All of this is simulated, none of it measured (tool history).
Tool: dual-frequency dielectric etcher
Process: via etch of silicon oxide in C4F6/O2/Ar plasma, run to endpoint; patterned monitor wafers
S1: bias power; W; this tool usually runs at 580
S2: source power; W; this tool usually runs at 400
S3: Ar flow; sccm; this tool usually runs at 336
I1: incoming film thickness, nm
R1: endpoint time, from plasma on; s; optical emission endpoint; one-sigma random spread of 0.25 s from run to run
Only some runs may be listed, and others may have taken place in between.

run	hour	S1	S2	S3	I1	R1
1	0	580	340	277	139.9	28.1
2	55.2	580	340	277	139.8	27.9
3	119.3	580	400	336	139.4	26.4
4	158	580	400	336	141.4	26.5
# hour 222.3: upper electrode replaced
5	222.8	580	400	336	140.1	26.3
6	250.6	580	400	384	140.7	26.2
7	280	580	400	384	140.6	26.7
# hour 335.8: source power generator calibrated
# hour 347.6: wet clean of the chamber
8	348.1	580	400	384	139.9	27.1
9	383	630	320	384	140.4	29.2
10	443.8	682	330	419	138.6	28.2
11	478	580	400	311	139.2	26.5
12	681.2	705	400	268	139.8	24
13	715.4	580	400	311	140.5	25.8
14	742.5	660	400	295	140.4	24.9
# hour 758.8: Ar flow controller replaced
15	804.3	680	350	270	141.3	25.8
# hour 870.5: bias power generator calibrated
16	871	580	400	336	139.5	25.6
17	895.3	513	340	294	138.3	27.8
# hour 955.8: wet clean of the chamber
18	956.3	512	360	336	139.5	29.5
19	979.8	513	330	336	140.5	30.5
20	1042.7	580	330	336	140.2	29
21	1075.5	580	400	336	140.9	26.9
22	1132.8	580	400	392	140.7	27.3
23	1192	580	400	336	141.1	26.8
24	1256.3	580	400	336	140.7	26.9
25	1321.9	676	370	336	141.7	25.8
26	1374.9	580	400	336	140	26
27	1413.8	580	400	336	139.3	26.1
28	1477.1	580	400	336	140.3	26.1
29	1540.5	643	470	417	140.6	23.9
# hour 1593.4: wet clean of the chamber
30	1610.9	580	480	336	140.6	25.5

Each row is a separate what-if for the run after 30, all from the same tool condition, not one after another. Results?
A	1611.3	580	400	336	140.9	?
B	1611.3	619	400	336	140.9	?
C	1611.3	500	450	308	140.9	?

run	R1
A	27.3
B	26.7
C	27
With no hidden state in the tool, these same runs would have given:
run	R1
A	27.3
B	26.7
C	27.1
